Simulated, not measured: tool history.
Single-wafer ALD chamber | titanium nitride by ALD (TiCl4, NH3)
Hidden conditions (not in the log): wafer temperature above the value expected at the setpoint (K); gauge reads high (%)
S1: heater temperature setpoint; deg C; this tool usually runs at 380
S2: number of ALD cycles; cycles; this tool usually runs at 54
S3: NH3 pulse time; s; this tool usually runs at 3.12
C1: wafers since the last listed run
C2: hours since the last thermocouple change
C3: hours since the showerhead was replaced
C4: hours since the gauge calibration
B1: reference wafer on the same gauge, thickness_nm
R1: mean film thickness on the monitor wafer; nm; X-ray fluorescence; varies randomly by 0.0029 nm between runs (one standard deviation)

run,hour,S1,S2,S3,C1,C2,C3,C4,B1,R1
1,0.0,380,54,3.12,0,913.1,3410.3,680.9,1.253,1.167
2,272.9,380,54,3.12,815,1186.0,3683.2,953.8,1.258,1.176
3,312.7,380,54,3.12,118,1225.8,3723.0,993.6,1.259,1.176
4,411.1,380,51,3.12,293,1324.2,3821.4,1092.0,1.261,1.112
5,453.3,380,51,3.12,126,1366.4,3863.6,1134.2,1.263,1.117
6,515.4,380,51,3.12,185,1428.5,3925.7,1196.3,1.265,1.113
7,577.9,380,54,3.12,186,1491.0,3988.2,1258.8,1.267,1.180
8,671.1,380,54,3.12,278,1584.2,4081.4,1352.0,1.270,1.184
9,723.9,380,54,3.12,157,1637.0,4134.2,1404.8,1.272,1.185
10,766.6,380,54,3.12,127,1679.7,4176.9,1447.5,1.273,1.185
11,847.6,380,54,3.12,241,1760.7,4257.9,1528.5,1.275,1.187
12,928.6,380,45,3.12,241,1841.7,4338.9,1609.5,1.278,0.995
13,1030.3,380,45,3.12,303,1943.4,4440.6,1711.2,1.283,0.997
14,1074.6,380,54,3.12,132,1987.7,4484.9,1755.5,1.284,1.200
# hour 1076.0: gauge calibrated
15,1139.4,380,54,3.12,193,2052.5,4549.7,63.4,1.249,1.164
# hour 1187.5: showerhead replaced
16,1222.3,380,54,3.12,223,2135.4,34.8,146.3,1.249,1.169
17,1291.2,380,54,3.12,205,2204.3,103.7,215.2,1.249,1.162
18,1335.6,387,54,3.12,132,2248.7,148.1,259.6,1.248,1.169
19,1385.3,387,54,3.12,148,2298.4,197.8,309.3,1.249,1.178
20,1453.2,388,44,3.82,202,2366.3,265.7,377.2,1.249,0.962
21,1548.8,366,54,3.64,285,2461.9,361.3,472.8,1.251,1.155
22,1608.4,380,64,3.12,178,2521.5,420.9,532.4,1.251,1.383
23,1658.9,365,44,3.49,150,2572.0,471.4,582.9,1.252,0.938
# hour 1672.1: thermocouple changed; heater temperature recalibrated
24,1742.7,391,48,2.31,226,70.6,555.2,666.7,1.254,1.034
25,1782.5,380,60,2.46,118,110.4,595.0,706.5,1.253,1.291
26,1864.6,380,54,3.12,245,192.5,677.1,788.6,1.255,1.171
27,1915.3,380,54,3.12,151,243.2,727.8,839.3,1.256,1.176
28,1990.7,380,54,3.12,225,318.6,803.2,914.7,1.258,1.171
29,2030.0,371,43,3.12,117,357.9,842.5,954.0,1.259,0.930
30,2080.2,390,54,3.12,149,408.1,892.7,1004.2,1.260,1.181

Run 31 has not been measured yet. What should we expect?
31,2362.2,380,44,4.02,842,690.1,1174.7,1286.2,?,?

B1: 1.267
R1: 0.974 nm
Had the tool carried no hidden state, the very same run would have given R1 0.960 nm.
